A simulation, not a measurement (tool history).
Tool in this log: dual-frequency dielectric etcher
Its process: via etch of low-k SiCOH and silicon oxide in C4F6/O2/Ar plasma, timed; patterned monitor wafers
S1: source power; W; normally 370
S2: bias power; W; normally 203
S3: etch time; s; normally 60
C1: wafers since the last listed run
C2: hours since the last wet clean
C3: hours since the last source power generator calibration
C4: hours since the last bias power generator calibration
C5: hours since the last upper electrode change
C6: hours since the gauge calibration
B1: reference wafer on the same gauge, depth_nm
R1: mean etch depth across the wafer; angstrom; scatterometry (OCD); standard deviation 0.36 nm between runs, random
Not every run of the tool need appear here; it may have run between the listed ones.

| run | hour | S1 | S2 | S3 | C1 | C2 | C3 | C4 | C5 | C6 | B1 | R1 |
|---|---|---|---|---|---|---|---|---|---|---|---|---|
| 1 | 0 | 330 | 203 | 60 | 0 | 27 | 2220 | 4759.1 | 4489.3 | 512.2 | 153.9 | 1500 |
| 2 | 28.2 | 330 | 203 | 60 | 356 | 55.2 | 2248.2 | 4787.3 | 4517.5 | 540.4 | 154.1 | 1492 |
| 3 | 64.9 | 330 | 203 | 60 | 463 | 91.9 | 2284.9 | 4824 | 4554.2 | 577.1 | 153.9 | 1496 |
| 4 | 102.8 | 400 | 203 | 60 | 478 | 129.8 | 2322.8 | 4861.9 | 4592.1 | 615 | 154 | 1619 |
| 5 | 172.1 | 400 | 203 | 60 | 874 | 199.1 | 2392.1 | 4931.2 | 4661.4 | 684.3 | 154 | 1619 |
| 6 | 225.1 | 370 | 234 | 50.5 | 669 | 252.1 | 2445.1 | 4984.2 | 4714.4 | 737.3 | 154 | 1361 |
| 7 | 288.2 | 370 | 234 | 50.5 | 796 | 315.2 | 2508.2 | 5047.3 | 4777.5 | 800.4 | 154.2 | 1365 |
| 8 | 332.2 | 370 | 203 | 60 | 555 | 359.2 | 2552.2 | 5091.3 | 4821.5 | 844.4 | 154 | 1573 |
|  | 387.7 | upper electrode replaced |
| 9 | 388.2 | 440 | 203 | 60 | 404 | 415.2 | 2608.2 | 5147.3 | 0.5 | 900.4 | 153.9 | 1675 |
|  | 394.4 | bias power generator calibrated |
|  | 395.3 | gauge calibrated |
| 10 | 411.7 | 340 | 203 | 60 | 246 | 438.7 | 2631.7 | 17.3 | 24 | 16.4 | 154.1 | 1528 |
| 11 | 457.7 | 340 | 203 | 60 | 580 | 484.7 | 2677.7 | 63.3 | 70 | 62.4 | 153.9 | 1529 |
| 12 | 504.3 | 370 | 203 | 60 | 588 | 531.3 | 2724.3 | 109.9 | 116.6 | 109 | 154 | 1577 |
| 13 | 566.6 | 370 | 159 | 53 | 786 | 593.6 | 2786.6 | 172.2 | 178.9 | 171.3 | 153.9 | 1329 |
| 14 | 599.7 | 370 | 159 | 53 | 417 | 626.7 | 2819.7 | 205.3 | 212 | 204.4 | 153.9 | 1329 |

Run 15, settings as shown, results not yet in. Your forecast:
|  | 635.6 | wet clean of the chamber |
| 15 | 651 | 280 | 254 | 60 | 344 | 15.4 | 2871 | 256.6 | 263.3 | 255.7 | ? | ? |

{"run 15": {"B1": 154.1, "R1": 1484}}
On a tool with no hidden condition, and with the same random variation, this run would have come out at R1 1483 angstrom.

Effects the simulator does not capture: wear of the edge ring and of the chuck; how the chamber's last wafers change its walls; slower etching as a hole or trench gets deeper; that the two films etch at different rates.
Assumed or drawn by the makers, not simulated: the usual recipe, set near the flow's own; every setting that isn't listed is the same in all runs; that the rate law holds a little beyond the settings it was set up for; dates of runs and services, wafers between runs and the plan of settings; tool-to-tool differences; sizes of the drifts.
